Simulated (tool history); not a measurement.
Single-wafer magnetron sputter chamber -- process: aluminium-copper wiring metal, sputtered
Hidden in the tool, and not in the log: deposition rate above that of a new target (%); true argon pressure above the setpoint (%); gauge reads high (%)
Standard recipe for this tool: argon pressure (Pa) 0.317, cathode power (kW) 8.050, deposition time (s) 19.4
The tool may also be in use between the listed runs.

run	hour	argon pressure (Pa)	cathode power (kW)	deposition time (s)	wafers since the last listed run	wafers on the sputter target	hours since the last manometer calibration	hours since the magnet pack was replaced	hours since the gauge calibration	read-back reference wafer on the same gauge, thickness_nm	mean film thickness on the monitor wafer (Å)
1	0.0	0.317	8.050	22.5	0	2161	1902.4	4743.8	260.3	245.858	3235.12
2	14.4	0.317	8.050	22.5	374	2536	1916.8	4758.2	274.7	245.979	3230.58
3	31.2	0.317	8.050	22.5	437	2973	1933.6	4775.0	291.5	246.099	3226.84
4	66.3	0.288	8.050	19.4	913	3886	1968.7	4810.1	326.6	245.901	2818.24
5	91.3	0.288	8.050	19.4	650	4536	1993.7	4835.1	351.6	245.968	2816.83
6	117.0	0.288	8.050	19.4	668	5205	2019.4	4860.8	377.3	245.954	2806.71
7	138.6	0.317	8.750	19.4	561	5767	2041.0	4882.4	398.9	246.040	3019.72
# hour 141.2: gauge calibrated
8	167.1	0.317	8.750	19.4	741	6508	2069.5	4910.9	25.9	245.985	3021.58
9	202.2	0.317	8.750	19.4	913	7421	2104.6	4946.0	61.0	246.078	3017.13
# hour 227.0: magnet pack replaced
10	227.5	0.317	7.100	15.9	450	7871	2129.9	0.5	86.3	245.789	2010.98
# hour 257.3: sputter target and shields replaced
# hour 262.9: capacitance manometer re-zeroed and calibrated
11	263.4	0.317	8.050	19.4	581	12	0.5	36.4	122.2	246.061	2805.81
12	272.0	0.424	8.050	19.4	223	236	9.1	45.0	130.8	246.061	2690.31
13	288.3	0.237	9.750	22.9	424	660	25.4	61.3	147.1	245.894	4129.46
14	302.5	0.223	9.450	20.7	369	1029	39.6	75.5	161.3	246.046	3629.59
15	332.6	0.317	8.050	19.4	782	1812	69.7	105.6	191.4	246.026	2795.64
16	353.4	0.317	8.050	19.4	541	2354	90.5	126.4	212.2	246.050	2790.65
17	370.0	0.389	9.050	16.6	431	2785	107.1	143.0	228.8	245.968	2606.82
18	385.5	0.219	6.850	21.7	403	3189	122.6	158.5	244.3	245.980	2753.37
19	415.2	0.385	6.450	22.3	772	3961	152.3	188.2	274.0	245.846	2504.24

Forecast each of these 5 alternatives for the next run:
A	415.6	0.317	8.050	19.4	10	3972	152.7	188.6	274.4	?	?
B	415.6	0.410	7.450	15.7	10	3972	152.7	188.6	274.4	?	?
C	415.6	0.317	6.350	22.4	10	3972	152.7	188.6	274.4	?	?
D	415.6	0.317	8.050	17.4	10	3972	152.7	188.6	274.4	?	?
E	415.6	0.317	7.000	20.4	10	3972	152.7	188.6	274.4	?	?

run	read-back reference wafer on the same gauge, thickness_nm	mean film thickness on the monitor wafer (Å)
A	246.027	2788.08
B	246.027	2015.70
C	246.027	2539.39
D	246.027	2500.65
E	246.027	2549.39
The same runs, with their run-to-run variation unchanged, on a tool lacking any hidden condition would have given:
run	mean film thickness on the monitor wafer (Å)
A	2814.06
B	2034.48
C	2563.05
D	2523.95
E	2573.14

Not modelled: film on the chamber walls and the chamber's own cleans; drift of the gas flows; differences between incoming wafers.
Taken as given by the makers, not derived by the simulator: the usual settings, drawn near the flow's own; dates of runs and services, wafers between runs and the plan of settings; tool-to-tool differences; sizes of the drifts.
